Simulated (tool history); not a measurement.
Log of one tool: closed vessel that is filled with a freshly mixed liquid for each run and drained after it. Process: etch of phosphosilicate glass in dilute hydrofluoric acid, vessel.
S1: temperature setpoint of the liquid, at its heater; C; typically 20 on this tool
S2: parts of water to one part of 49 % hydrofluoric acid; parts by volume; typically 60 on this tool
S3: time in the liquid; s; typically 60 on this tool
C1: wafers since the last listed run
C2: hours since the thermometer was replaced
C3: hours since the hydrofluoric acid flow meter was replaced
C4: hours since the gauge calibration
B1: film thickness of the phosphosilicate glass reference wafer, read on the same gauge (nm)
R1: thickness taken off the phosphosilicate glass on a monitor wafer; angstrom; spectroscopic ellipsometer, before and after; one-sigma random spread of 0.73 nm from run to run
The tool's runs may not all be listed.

run 1 hour=0 | S1=20 S2=60 S3=60 | C1=0 C2=1545.6 C3=244.7 C4=45.4 | B1=100.02 | R1=1044.3
run 2 hour=67.2 | S1=20 S2=60 S3=85 | C1=8676 C2=1612.8 C3=311.9 C4=112.6 | B1=100 | R1=1462.1
run 3 hour=122.7 | S1=20 S2=60 S3=85 | C1=7165 C2=1668.3 C3=367.4 C4=168.1 | B1=99.99 | R1=1472.8
run 4 hour=174.5 | S1=20 S2=60 S3=85 | C1=6688 C2=1720.1 C3=419.2 C4=219.9 | B1=99.99 | R1=1490.2
run 5 hour=233.1 | S1=20 S2=60 S3=30 | C1=7566 C2=1778.7 C3=477.8 C4=278.5 | B1=100 | R1=521.6
run 6 hour=270.3 | S1=20 S2=60 S3=30 | C1=4803 C2=1815.9 C3=515 C4=315.7 | B1=100 | R1=519.8
run 7 hour=322.6 | S1=20 S2=60 S3=50 | C1=6752 C2=1868.2 C3=567.3 C4=368 | B1=100.01 | R1=886.5
run 8 hour=382.3 | S1=20 S2=60 S3=50 | C1=7708 C2=1927.9 C3=627 C4=427.7 | B1=99.99 | R1=879.3
run 9 hour=431.9 | S1=20 S2=60 S3=50 | C1=6404 C2=1977.5 C3=676.6 C4=477.3 | B1=100 | R1=873.7
run 10 hour=496.6 | S1=20 S2=60 S3=60 | C1=8353 C2=2042.2 C3=741.3 C4=542 | B1=100.03 | R1=1050
run 11 hour=559.6 | S1=18 S2=75 S3=90 | C1=8134 C2=2105.2 C3=804.3 C4=605 | B1=99.98 | R1=1147.1
run 12 hour=598.4 | S1=22.5 S2=30 S3=80 | C1=5009 C2=2144 C3=843.1 C4=643.8 | B1=100.02 | R1=3272.3
-- hour=687.7 hydrofluoric acid flow meter replaced
run 13 hour=702.2 | S1=20 S2=70 S3=45 | C1=13272 C2=2247.8 C3=14.5 C4=747.6 | B1=100.01 | R1=707.7
run 14 hour=729.8 | S1=20 S2=40 S3=80 | C1=3563 C2=2275.4 C3=42.1 C4=775.2 | B1=100.01 | R1=2264.2
run 15 hour=769.4 | S1=17 S2=35 S3=30 | C1=5112 C2=2315 C3=81.7 C4=814.8 | B1=99.98 | R1=859.6
-- hour=792.9 thermometer replaced
run 16 hour=809.6 | S1=20 S2=60 S3=30 | C1=5061 C2=16.7 C3=121.9 C4=855 | B1=99.99 | R1=557.2
-- hour=898.2 hydrofluoric acid flow meter replaced, repeated, since the last time left the tool worse
-- hour=935.3 gauge calibrated
run 17 hour=1021.1 | S1=20 S2=75 S3=30 | C1=27178 C2=228.2 C3=122.9 C4=85.8 | B1=100 | R1=408.4
run 18 hour=1049.3 | S1=20 S2=60 S3=60 | C1=3641 C2=256.4 C3=151.1 C4=114 | B1=100.01 | R1=1025.8
run 19 hour=1121 | S1=17 S2=75 S3=60 | C1=9257 C2=328.1 C3=222.8 C4=185.7 | B1=100 | R1=713.7
run 20 hour=1185.3 | S1=23.5 S2=50 S3=45 | C1=8302 C2=392.4 C3=287.1 C4=250 | B1=99.99 | R1=1088

Forecast each of these 4 alternatives for the next run:
run A hour=1186 | S1=20 S2=60 S3=60 | C1=90 C2=393.1 C3=287.8 C4=250.7 | B1=? | R1=?
run B hour=1186 | S1=17.5 S2=35 S3=75 | C1=90 C2=393.1 C3=287.8 C4=250.7 | B1=? | R1=?
run C hour=1186 | S1=20 S2=30 S3=85 | C1=90 C2=393.1 C3=287.8 C4=250.7 | B1=? | R1=?
run D hour=1186 | S1=20 S2=45 S3=60 | C1=90 C2=393.1 C3=287.8 C4=250.7 | B1=? | R1=?

run=A B1=100.01 R1=1031.4
run=B B1=100.01 R1=2041.8
run=C B1=100.01 R1=3026.9
run=D B1=100.01 R1=1399.5
With the hidden condition removed and each run's random variation left untouched, the same runs would have given:
run=A R1=1004.1
run=B R1=1989.7
run=C R1=2949.6
run=D R1=1363.1

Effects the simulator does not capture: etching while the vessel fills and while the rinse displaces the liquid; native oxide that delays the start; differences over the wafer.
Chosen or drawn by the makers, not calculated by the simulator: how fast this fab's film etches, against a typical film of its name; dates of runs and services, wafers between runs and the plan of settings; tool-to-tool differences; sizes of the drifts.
